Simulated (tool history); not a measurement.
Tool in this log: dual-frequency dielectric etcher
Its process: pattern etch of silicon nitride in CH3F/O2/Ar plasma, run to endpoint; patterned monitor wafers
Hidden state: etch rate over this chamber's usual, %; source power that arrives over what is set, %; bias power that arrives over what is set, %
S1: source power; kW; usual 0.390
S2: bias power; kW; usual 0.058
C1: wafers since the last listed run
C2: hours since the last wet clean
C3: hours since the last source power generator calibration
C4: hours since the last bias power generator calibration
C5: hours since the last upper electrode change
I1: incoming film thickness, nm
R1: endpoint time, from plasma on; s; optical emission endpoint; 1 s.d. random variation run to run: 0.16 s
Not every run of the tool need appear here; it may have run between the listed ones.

{"run": 1, "hour": 0.0, "S1": 0.39, "S2": 0.061, "C1": 0, "C2": 190.1, "C3": 3456.2, "C4": 1260.1, "C5": 4520.6, "I1": 31.89, "R1": 50.6}
{"run": 2, "hour": 17.5, "S1": 0.44, "S2": 0.053, "C1": 127, "C2": 207.6, "C3": 3473.7, "C4": 1277.6, "C5": 4538.1, "I1": 32.21, "R1": 51.4}
{"run": 3, "hour": 32.9, "S1": 0.44, "S2": 0.053, "C1": 111, "C2": 223.0, "C3": 3489.1, "C4": 1293.0, "C5": 4553.5, "I1": 32.03, "R1": 51.2}
{"run": 4, "hour": 46.0, "S1": 0.44, "S2": 0.053, "C1": 95, "C2": 236.1, "C3": 3502.2, "C4": 1306.1, "C5": 4566.6, "I1": 31.83, "R1": 50.6}
{"run": 5, "hour": 56.6, "S1": 0.39, "S2": 0.065, "C1": 77, "C2": 246.7, "C3": 3512.8, "C4": 1316.7, "C5": 4577.2, "I1": 31.87, "R1": 49.3}
{"run": 6, "hour": 65.9, "S1": 0.39, "S2": 0.058, "C1": 67, "C2": 256.0, "C3": 3522.1, "C4": 1326.0, "C5": 4586.5, "I1": 31.96, "R1": 51.3}
{"hour": 76.3, "done": "bias power generator calibrated"}
{"run": 7, "hour": 84.3, "S1": 0.39, "S2": 0.058, "C1": 104, "C2": 274.4, "C3": 3540.5, "C4": 8.0, "C5": 4604.9, "I1": 32.03, "R1": 51.4}
{"run": 8, "hour": 99.4, "S1": 0.39, "S2": 0.058, "C1": 109, "C2": 289.5, "C3": 3555.6, "C4": 23.1, "C5": 4620.0, "I1": 31.75, "R1": 51.0}
{"run": 9, "hour": 111.5, "S1": 0.39, "S2": 0.058, "C1": 87, "C2": 301.6, "C3": 3567.7, "C4": 35.2, "C5": 4632.1, "I1": 31.92, "R1": 51.4}
{"run": 10, "hour": 127.0, "S1": 0.39, "S2": 0.068, "C1": 112, "C2": 317.1, "C3": 3583.2, "C4": 50.7, "C5": 4647.6, "I1": 31.75, "R1": 48.2}
{"run": 11, "hour": 135.1, "S1": 0.39, "S2": 0.068, "C1": 58, "C2": 325.2, "C3": 3591.3, "C4": 58.8, "C5": 4655.7, "I1": 32.09, "R1": 48.7}
{"hour": 139.4, "done": "source power generator calibrated"}
{"run": 12, "hour": 146.7, "S1": 0.39, "S2": 0.068, "C1": 55, "C2": 336.8, "C3": 7.3, "C4": 70.4, "C5": 4667.3, "I1": 32.0, "R1": 48.5}
{"run": 13, "hour": 160.2, "S1": 0.33, "S2": 0.058, "C1": 98, "C2": 350.3, "C3": 20.8, "C4": 83.9, "C5": 4680.8, "I1": 32.01, "R1": 53.2}
{"run": 14, "hour": 176.4, "S1": 0.44, "S2": 0.072, "C1": 117, "C2": 366.5, "C3": 37.0, "C4": 100.1, "C5": 4697.0, "I1": 31.55, "R1": 45.1}
{"run": 15, "hour": 187.0, "S1": 0.39, "S2": 0.058, "C1": 77, "C2": 377.1, "C3": 47.6, "C4": 110.7, "C5": 4707.6, "I1": 32.25, "R1": 51.2}
{"hour": 219.4, "done": "wet clean of the chamber"}
{"run": 16, "hour": 233.2, "S1": 0.39, "S2": 0.049, "C1": 161, "C2": 13.8, "C3": 93.8, "C4": 156.9, "C5": 4753.8, "I1": 31.87, "R1": 54.9}
{"run": 17, "hour": 248.7, "S1": 0.36, "S2": 0.048, "C1": 112, "C2": 29.3, "C3": 109.3, "C4": 172.4, "C5": 4769.3, "I1": 31.57, "R1": 56.0}
{"run": 18, "hour": 263.9, "S1": 0.39, "S2": 0.048, "C1": 110, "C2": 44.5, "C3": 124.5, "C4": 187.6, "C5": 4784.5, "I1": 32.16, "R1": 55.6}
{"run": 19, "hour": 276.4, "S1": 0.35, "S2": 0.065, "C1": 90, "C2": 57.0, "C3": 137.0, "C4": 200.1, "C5": 4797.0, "I1": 31.69, "R1": 51.3}
{"run": 20, "hour": 290.8, "S1": 0.29, "S2": 0.07, "C1": 104, "C2": 71.4, "C3": 151.4, "C4": 214.5, "C5": 4811.4, "I1": 31.9, "R1": 53.0}
{"hour": 320.3, "done": "upper electrode replaced"}
{"run": 21, "hour": 320.8, "S1": 0.34, "S2": 0.063, "C1": 43, "C2": 101.4, "C3": 181.4, "C4": 244.5, "C5": 0.5, "I1": 32.12, "R1": 52.5}
{"run": 22, "hour": 321.2, "S1": 0.34, "S2": 0.068, "C1": 2, "C2": 101.8, "C3": 181.8, "C4": 244.9, "C5": 0.9, "I1": 32.11, "R1": 51.4}
{"run": 23, "hour": 321.5, "S1": 0.36, "S2": 0.069, "C1": 2, "C2": 102.1, "C3": 182.1, "C4": 245.2, "C5": 1.2, "I1": 31.76, "R1": 49.7}
{"run": 24, "hour": 334.0, "S1": 0.44, "S2": 0.05, "C1": 90, "C2": 114.6, "C3": 194.6, "C4": 257.7, "C5": 13.7, "I1": 31.41, "R1": 51.3}
{"run": 25, "hour": 341.0, "S1": 0.44, "S2": 0.048, "C1": 50, "C2": 121.6, "C3": 201.6, "C4": 264.7, "C5": 20.7, "I1": 31.81, "R1": 52.4}
{"run": 26, "hour": 358.6, "S1": 0.44, "S2": 0.058, "C1": 127, "C2": 139.2, "C3": 219.2, "C4": 282.3, "C5": 38.3, "I1": 31.9, "R1": 49.7}
{"run": 27, "hour": 371.2, "S1": 0.31, "S2": 0.058, "C1": 91, "C2": 151.8, "C3": 231.8, "C4": 294.9, "C5": 50.9, "I1": 32.11, "R1": 55.3}
{"run": 28, "hour": 379.1, "S1": 0.32, "S2": 0.063, "C1": 57, "C2": 159.7, "C3": 239.7, "C4": 302.8, "C5": 58.8, "I1": 31.67, "R1": 52.7}
{"run": 29, "hour": 386.0, "S1": 0.39, "S2": 0.068, "C1": 50, "C2": 166.6, "C3": 246.6, "C4": 309.7, "C5": 65.7, "I1": 32.17, "R1": 49.1}
{"run": 30, "hour": 399.4, "S1": 0.39, "S2": 0.058, "C1": 97, "C2": 180.0, "C3": 260.0, "C4": 323.1, "C5": 79.1, "I1": 31.73, "R1": 50.9}
{"run": 31, "hour": 405.5, "S1": 0.39, "S2": 0.058, "C1": 44, "C2": 186.1, "C3": 266.1, "C4": 329.2, "C5": 85.2, "I1": 31.9, "R1": 51.2}
{"run": 32, "hour": 417.4, "S1": 0.34, "S2": 0.063, "C1": 86, "C2": 198.0, "C3": 278.0, "C4": 341.1, "C5": 97.1, "I1": 31.96, "R1": 51.9}
{"run": 33, "hour": 423.6, "S1": 0.33, "S2": 0.048, "C1": 45, "C2": 204.2, "C3": 284.2, "C4": 347.3, "C5": 103.3, "I1": 32.05, "R1": 56.9}
{"run": 34, "hour": 440.1, "S1": 0.29, "S2": 0.058, "C1": 119, "C2": 220.7, "C3": 300.7, "C4": 363.8, "C5": 119.8, "I1": 32.14, "R1": 56.1}
{"run": 35, "hour": 450.9, "S1": 0.39, "S2": 0.058, "C1": 78, "C2": 231.5, "C3": 311.5, "C4": 374.6, "C5": 130.6, "I1": 31.86, "R1": 50.9}

Each row is a separate what-if for the run after 35, all from the same tool condition, not one after another. Results?
{"run": "A", "hour": 451.3, "S1": 0.39, "S2": 0.058, "C1": 2, "C2": 231.9, "C3": 311.9, "C4": 375.0, "C5": 131.0, "I1": 31.5, "R1": "?"}
{"run": "B", "hour": 451.3, "S1": 0.33, "S2": 0.051, "C1": 2, "C2": 231.9, "C3": 311.9, "C4": 375.0, "C5": 131.0, "I1": 31.5, "R1": "?"}
{"run": "C", "hour": 451.3, "S1": 0.33, "S2": 0.044, "C1": 2, "C2": 231.9, "C3": 311.9, "C4": 375.0, "C5": 131.0, "I1": 31.5, "R1": "?"}
{"run": "D", "hour": 451.3, "S1": 0.29, "S2": 0.044, "C1": 2, "C2": 231.9, "C3": 311.9, "C4": 375.0, "C5": 131.0, "I1": 31.5, "R1": "?"}

run=A R1=50.4
run=B R1=55.1
run=C R1=57.7
run=D R1=59.8
Take away the tool's hidden state, keep each run's random variation, and the runs would have read:
run=A R1=51.5
run=B R1=56.4
run=C R1=59.0
run=D R1=61.2
